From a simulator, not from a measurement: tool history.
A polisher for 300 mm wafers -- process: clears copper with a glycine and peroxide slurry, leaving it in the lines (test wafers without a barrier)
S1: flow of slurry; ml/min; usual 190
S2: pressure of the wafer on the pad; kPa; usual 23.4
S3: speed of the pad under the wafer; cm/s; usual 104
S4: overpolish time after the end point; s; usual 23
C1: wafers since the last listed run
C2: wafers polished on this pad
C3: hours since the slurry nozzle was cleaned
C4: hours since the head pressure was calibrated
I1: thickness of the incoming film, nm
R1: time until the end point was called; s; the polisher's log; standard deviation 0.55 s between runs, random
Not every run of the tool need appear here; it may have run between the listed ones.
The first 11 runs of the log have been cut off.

run	day	S1	S2	S3	S4	C1	C2	C3	C4	I1	R1
# day 5.912: worn pad replaced by a new one
12	5.933	190	26.9	104	23	136	4	298.2	1260.1	518.3	55.6
13	6.175	215	23.4	104	23	51	56	304.0	1265.9	509.0	60.0
14	6.558	215	23.4	104	23	82	138	313.2	1275.1	524.0	62.5
15	7.129	190	23.4	104	23	122	260	326.9	1288.8	514.7	61.0
16	7.508	190	23.4	104	23	81	342	336.0	1297.9	519.9	61.8
# day 7.867: head pressure recalibrated
17	7.992	190	26.9	86	23	85	427	347.6	3.0	518.1	71.3
18	8.558	190	21.4	72	23	121	549	361.2	16.6	523.4	95.4
19	8.858	190	23.4	90	23	64	613	368.4	23.8	518.7	74.7
# day 9.375: worn pad replaced by a new one
20	9.417	190	23.4	104	23	83	8	381.8	37.2	518.4	65.6
21	9.833	215	23.4	104	23	89	98	391.8	47.2	518.5	64.5
22	11.758	130	23.4	104	29	412	510	438.0	93.4	512.2	67.2
# day 12.054: slurry nozzle cleaned
# day 13.008: worn pad replaced by a new one
23	13.333	190	23.4	104	23	292	69	30.7	131.2	513.3	64.0
24	13.825	165	28.3	94	17	105	174	42.5	143.0	512.7	61.8
25	14.150	190	23.4	104	34	69	244	50.3	150.8	518.1	64.0
26	14.750	190	23.4	74	9	128	372	64.7	165.2	510.1	84.1
27	15.396	225	30.3	68	23	138	510	80.2	180.7	512.4	75.4
# day 16.154: worn pad replaced by a new one
28	16.175	190	15.2	104	28	131	4	98.9	199.4	502.7	81.3
29	16.862	245	25.5	84	9	147	151	115.4	215.9	511.2	69.7
30	17.396	210	23.4	70	23	114	265	128.2	228.7	514.5	87.3
31	17.812	190	23.4	80	23	89	354	138.2	238.7	519.4	79.8

Forecast each of these 3 alternatives for the next run:
A	17.833	190	23.4	76	23	4	359	138.7	239.2	517.5	?
B	17.833	140	19.3	104	23	4	359	138.7	239.2	517.5	?
C	17.833	190	23.4	104	37	4	359	138.7	239.2	517.5	?

run	R1
A	83.5
B	74.9
C	64.1
What these runs would have given with no unlogged condition in the tool:
run	R1
A	87.5
B	78.6
C	67.3

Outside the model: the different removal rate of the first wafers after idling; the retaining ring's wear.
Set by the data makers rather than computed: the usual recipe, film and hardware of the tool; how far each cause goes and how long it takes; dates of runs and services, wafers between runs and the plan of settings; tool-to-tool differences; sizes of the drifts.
